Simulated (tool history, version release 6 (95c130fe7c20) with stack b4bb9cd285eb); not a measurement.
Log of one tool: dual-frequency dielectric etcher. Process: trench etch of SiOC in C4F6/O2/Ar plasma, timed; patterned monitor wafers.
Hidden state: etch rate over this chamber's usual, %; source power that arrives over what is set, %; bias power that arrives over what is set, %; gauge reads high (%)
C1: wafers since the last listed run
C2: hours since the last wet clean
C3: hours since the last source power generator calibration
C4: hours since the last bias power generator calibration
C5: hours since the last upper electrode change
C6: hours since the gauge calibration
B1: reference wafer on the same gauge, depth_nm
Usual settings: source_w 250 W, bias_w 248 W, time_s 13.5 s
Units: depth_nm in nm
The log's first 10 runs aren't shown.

Run 11, hour 606.6: usual settings but source_w 290 W, bias_w 309 W; C1 764; C2 83.5; C3 238.6; C4 533.5; C5 656.5; C6 1525.2; B1 25.18. Result: depth_nm 26.63 nm.
Run 12, hour 658.1: usual settings but source_w 280 W, bias_w 297 W, time_s 16.5 s; C1 811; C2 135; C3 290.1; C4 585; C5 708; C6 1576.7; B1 25.23. Result: depth_nm 31.56 nm.
Run 13, hour 708.1: usual settings but source_w 190 W, bias_w 283 W, time_s 10 s; C1 787; C2 185; C3 340.1; C4 635; C5 758; C6 1626.7; B1 25.21. Result: depth_nm 15.14 nm.
At hour 754.9: gauge calibrated.
Run 14, hour 758.8: usual settings but source_w 270 W, bias_w 293 W, time_s 17.5 s; C1 798; C2 235.7; C3 390.8; C4 685.7; C5 808.7; C6 3.9; B1 25.22. Result: depth_nm 32.85 nm.
Run 15, hour 821.5: usual settings but source_w 200 W, bias_w 189 W; C1 987; C2 298.4; C3 453.5; C4 748.4; C5 871.4; C6 66.6; B1 25.22. Result: depth_nm 18.95 nm.
Run 16, hour 892: usual settings; C1 1110; C2 368.9; C3 524; C4 818.9; C5 941.9; C6 137.1; B1 25.2. Result: depth_nm 23.13 nm.
Run 17, hour 928.8: usual settings; C1 579; C2 405.7; C3 560.8; C4 855.7; C5 978.7; C6 173.9; B1 25.21. Result: depth_nm 23.35 nm.
Run 18, hour 962.8: usual settings but bias_w 210 W; C1 535; C2 439.7; C3 594.8; C4 889.7; C5 1012.7; C6 207.9; B1 25.21. Result: depth_nm 22.03 nm.
Run 19, hour 999.5: usual settings but time_s 11.5 s; C1 578; C2 476.4; C3 631.5; C4 926.4; C5 1049.4; C6 244.6; B1 25.19. Result: depth_nm 19.71 nm.
Run 20, hour 1048.7: usual settings but source_w 310 W, bias_w 300 W; C1 775; C2 525.6; C3 680.7; C4 975.6; C5 1098.6; C6 293.8; B1 25.21. Result: depth_nm 27.33 nm.
Run 21, hour 1112.2: usual settings but bias_w 203 W, time_s 10.5 s; C1 1000; C2 589.1; C3 744.2; C4 1039.1; C5 1162.1; C6 357.3; B1 25.19. Result: depth_nm 17.07 nm.
At hour 1156.9: wet clean of the chamber.
Run 22, hour 1162.3: usual settings but source_w 310 W, time_s 15.5 s; C1 411; C2 5.4; C3 794.3; C4 1089.2; C5 1212.2; C6 407.4; B1 25.23. Result: depth_nm 29.92 nm.
Run 23, hour 1192.4: usual settings but bias_w 222 W, time_s 15 s; C1 474; C2 35.5; C3 824.4; C4 1119.3; C5 1242.3; C6 437.5; B1 25.22. Result: depth_nm 24.88 nm.
Run 24, hour 1246.2: usual settings but source_w 300 W; C1 847; C2 89.3; C3 878.2; C4 1173.1; C5 1296.1; C6 491.3; B1 25.18. Result: depth_nm 25.3 nm.
Run 25, hour 1288.3: usual settings but bias_w 279 W; C1 663; C2 131.4; C3 920.3; C4 1215.2; C5 1338.2; C6 533.4; B1 25.18. Result: depth_nm 23.93 nm.
Run 26, hour 1313.5: usual settings; C1 396; C2 156.6; C3 945.5; C4 1240.4; C5 1363.4; C6 558.6; B1 25.2. Result: depth_nm 23.2 nm.
Run 27, hour 1346.6: usual settings but bias_w 279 W; C1 521; C2 189.7; C3 978.6; C4 1273.5; C5 1396.5; C6 591.7; B1 25.2. Result: depth_nm 23.71 nm.
Run 28, hour 1378.6: usual settings but source_w 200 W, bias_w 310 W, time_s 16.5 s; C1 504; C2 221.7; C3 1010.6; C4 1305.5; C5 1428.5; C6 623.7; B1 25.19. Result: depth_nm 26.34 nm.
Run 29, hour 1407.1: usual settings; C1 448; C2 250.2; C3 1039.1; C4 1334; C5 1457; C6 652.2; B1 25.23. Result: depth_nm 23.04 nm.
Run 30, hour 1443.2: usual settings but source_w 230 W, bias_w 197 W, time_s 17 s; C1 568; C2 286.3; C3 1075.2; C4 1370.1; C5 1493.1; C6 688.3; B1 25.18. Result: depth_nm 26.03 nm.
Run 31, hour 1512.3: usual settings but bias_w 307 W; C1 1088; C2 355.4; C3 1144.3; C4 1439.2; C5 1562.2; C6 757.4; B1 25.17. Result: depth_nm 24.5 nm.

3 ways to go on from here, each from the tool as it stands after run 31. What would each give?
Run A, hour 1512.7: usual settings; C1 6; C2 355.8; C3 1144.7; C4 1439.6; C5 1562.6; C6 757.8; B1 ?. Result: depth_nm ?.
Run B, hour 1512.7: usual settings but source_w 210 W; C1 6; C2 355.8; C3 1144.7; C4 1439.6; C5 1562.6; C6 757.8; B1 ?. Result: depth_nm ?.
Run C, hour 1512.7: usual settings but source_w 210 W, bias_w 211 W, time_s 15.5 s; C1 6; C2 355.8; C3 1144.7; C4 1439.6; C5 1562.6; C6 757.8; B1 ?. Result: depth_nm ?.

run    B1  depth_nm
  A  25.2     23.05
  B  25.2     20.81
  C  25.2     22.83
Without the tool's hidden state the same runs would have given:
run  depth_nm
  A     23.05
  B     20.81
  C     22.83

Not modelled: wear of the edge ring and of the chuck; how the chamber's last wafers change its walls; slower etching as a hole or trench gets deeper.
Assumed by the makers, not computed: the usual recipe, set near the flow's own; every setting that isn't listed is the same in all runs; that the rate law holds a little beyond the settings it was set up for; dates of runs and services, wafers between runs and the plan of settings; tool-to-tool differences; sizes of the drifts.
